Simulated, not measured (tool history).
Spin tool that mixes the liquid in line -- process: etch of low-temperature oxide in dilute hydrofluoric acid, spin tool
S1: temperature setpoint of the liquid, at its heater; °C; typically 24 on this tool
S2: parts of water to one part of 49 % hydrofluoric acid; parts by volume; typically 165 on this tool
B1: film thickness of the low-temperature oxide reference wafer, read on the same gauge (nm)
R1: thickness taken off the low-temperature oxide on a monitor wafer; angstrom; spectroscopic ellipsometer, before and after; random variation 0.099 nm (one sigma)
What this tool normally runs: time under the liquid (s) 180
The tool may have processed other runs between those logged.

run 1 hour=0 | S1=24 S2=165 time_under_the_liquid_(s)=180 | B1=139.98 | R1=148.8
-- hour=39.7 thermometer replaced
run 2 hour=44.3 | S1=24 S2=165 time_under_the_liquid_(s)=180 | B1=140.02 | R1=159.7
run 3 hour=119.4 | S1=24 S2=165 time_under_the_liquid_(s)=180 | B1=140.01 | R1=159.8
run 4 hour=183.7 | S1=24 S2=165 time_under_the_liquid_(s)=180 | B1=140.03 | R1=158.1
run 5 hour=306.8 | S1=24 S2=165 time_under_the_liquid_(s)=180 | B1=139.99 | R1=155.7
run 6 hour=411.1 | S1=24 S2=140 time_under_the_liquid_(s)=180 | B1=140 | R1=185.7
run 7 hour=456 | S1=24 S2=165 time_under_the_liquid_(s)=180 | B1=139.99 | R1=154.1
run 8 hour=498.1 | S1=24 S2=165 time_under_the_liquid_(s)=180 | B1=140.05 | R1=153.8
-- hour=564.3 hydrofluoric acid flow meter replaced
run 9 hour=716.1 | S1=24 S2=165 time_under_the_liquid_(s)=180 | B1=140.03 | R1=150.8
-- hour=744.1 thermometer replaced
run 10 hour=773.9 | S1=20 S2=110 time_under_the_liquid_(s)=115 | B1=139.99 | R1=138.7
run 11 hour=858.3 | S1=24 S2=165 time_under_the_liquid_(s)=95 | B1=139.98 | R1=83.8
-- hour=880.9 gauge calibrated
run 12 hour=928.3 | S1=20.5 S2=165 time_under_the_liquid_(s)=120 | B1=140.02 | R1=91.6
run 13 hour=984.1 | S1=24 S2=165 time_under_the_liquid_(s)=180 | B1=140.02 | R1=158
run 14 hour=1076.8 | S1=24 S2=165 time_under_the_liquid_(s)=180 | B1=140.03 | R1=155.5
run 15 hour=1146.6 | S1=25.5 S2=215 time_under_the_liquid_(s)=125 | B1=139.97 | R1=82.4
run 16 hour=1184.9 | S1=24 S2=100 time_under_the_liquid_(s)=180 | B1=139.97 | R1=271
run 17 hour=1224.6 | S1=24 S2=105 time_under_the_liquid_(s)=180 | B1=139.96 | R1=255.9

List, for all runs, the conditions of the tool that the log does not record:
hydrofluoric acid flow below the setpoint (%): 0, the same for each run
gauge reads high (%): 0, the same for each run
H1: liquid colder than its thermometer reads (K)
run=1 H1=1.65
run=2 H1=0.0237
run=3 H1=0.198
run=4 H1=0.348
run=5 H1=0.634
run=6 H1=0.877
run=7 H1=0.981
run=8 H1=1.08
run=9 H1=1.59
run=10 H1=0.12
run=11 H1=0.316
run=12 H1=0.479
run=13 H1=0.609
run=14 H1=0.824
run=15 H1=0.987
run=16 H1=1.08
run=17 H1=1.17
